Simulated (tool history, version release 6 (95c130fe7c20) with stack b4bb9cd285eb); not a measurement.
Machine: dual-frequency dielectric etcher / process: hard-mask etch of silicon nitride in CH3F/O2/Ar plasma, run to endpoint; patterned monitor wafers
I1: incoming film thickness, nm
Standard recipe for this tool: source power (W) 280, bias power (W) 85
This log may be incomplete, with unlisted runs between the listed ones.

Run 1, hour 0.0: usual settings; I1 37.72. Result: endpoint time (s) 56.7.
Run 2, hour 63.1: usual settings; I1 38.12. Result: endpoint time (s) 56.0.
Run 3, hour 97.6: usual settings; I1 38.04. Result: endpoint time (s) 56.2.
Run 4, hour 147.1: usual settings; I1 38.17. Result: endpoint time (s) 55.7.
Run 5, hour 197.1: usual settings but source power (W) 320, bias power (W) 101; I1 37.87. Result: endpoint time (s) 49.1.
Run 6, hour 225.8: usual settings but source power (W) 320, bias power (W) 101; I1 37.55. Result: endpoint time (s) 48.2.
Run 7, hour 263.2: usual settings; I1 38.14. Result: endpoint time (s) 55.8.
Run 8, hour 328.3: usual settings; I1 38.52. Result: endpoint time (s) 56.4.
Run 9, hour 398.5: usual settings; I1 38.03. Result: endpoint time (s) 55.6.
Run 10, hour 464.1: usual settings; I1 38.31. Result: endpoint time (s) 57.9.
Run 11, hour 503.9: usual settings; I1 38.07. Result: endpoint time (s) 57.1.
Run 12, hour 535.0: usual settings; I1 38.17. Result: endpoint time (s) 57.1.
Run 13, hour 593.7: usual settings; I1 38.44. Result: endpoint time (s) 56.9.
Run 14, hour 620.0: usual settings but bias power (W) 81; I1 37.96. Result: endpoint time (s) 57.7.
Run 15, hour 670.9: usual settings but source power (W) 300; I1 38.13. Result: endpoint time (s) 55.7.
Run 16, hour 724.9: usual settings; I1 38.31. Result: endpoint time (s) 56.3.
Run 17, hour 773.0: usual settings but source power (W) 310, bias power (W) 75; I1 38.21. Result: endpoint time (s) 56.7.
Run 18, hour 844.1: usual settings but source power (W) 250, bias power (W) 95; I1 38.08. Result: endpoint time (s) 54.2.
Run 19, hour 915.1: usual settings but source power (W) 220, bias power (W) 97; I1 38.16. Result: endpoint time (s) 56.1.
Run 20, hour 1005.4: usual settings; I1 38.33. Result: endpoint time (s) 58.0.
Run 21, hour 1057.1: usual settings but source power (W) 300, bias power (W) 97; I1 38.43. Result: endpoint time (s) 52.9.
Run 22, hour 1087.1: usual settings; I1 37.90. Result: endpoint time (s) 57.2.
Run 23, hour 1122.6: usual settings but source power (W) 260, bias power (W) 75; I1 38.30. Result: endpoint time (s) 62.3.
Run 24, hour 1174.7: usual settings but source power (W) 330, bias power (W) 70; I1 38.20. Result: endpoint time (s) 58.8.
Run 25, hour 1215.5: usual settings; I1 37.61. Result: endpoint time (s) 56.3.
Run 26, hour 1254.6: usual settings but source power (W) 330, bias power (W) 65; I1 38.42. Result: endpoint time (s) 61.7.
Run 27, hour 1298.1: usual settings but source power (W) 350, bias power (W) 92; I1 37.80. Result: endpoint time (s) 49.2.
Run 28, hour 1327.6: usual settings; I1 38.25. Result: endpoint time (s) 56.2.

Between the runs listed above, the log contained 5 entries, not reproduced here. Where in the sequence does each belong, and how does what the log doesn't record of the tool's condition differ from the listed run before to the listed run after?
From run 9 to run 10: wet clean of the chamber (hour 435.4)
  etch rate over this chamber's usual, %: 4.65 -> 0.269
  measured result minus the result with no hidden state, endpoint time (s): -2.6 -> -0.1
From run 10 to run 11: source power generator calibrated (hour 497.3)
  etch rate over this chamber's usual, %: 0.269 -> 0.576
  measured result minus the result with no hidden state, endpoint time (s): -0.1 -> -0.4
From run 19 to run 20: bias power generator calibrated (hour 960.2); upper electrode replaced (hour 999.1); wet clean of the chamber (hour 1004.9)
  etch rate over this chamber's usual, %: 3.75 -> 0.319
  measured result minus the result with no hidden state, endpoint time (s): -2.1 -> -0.2
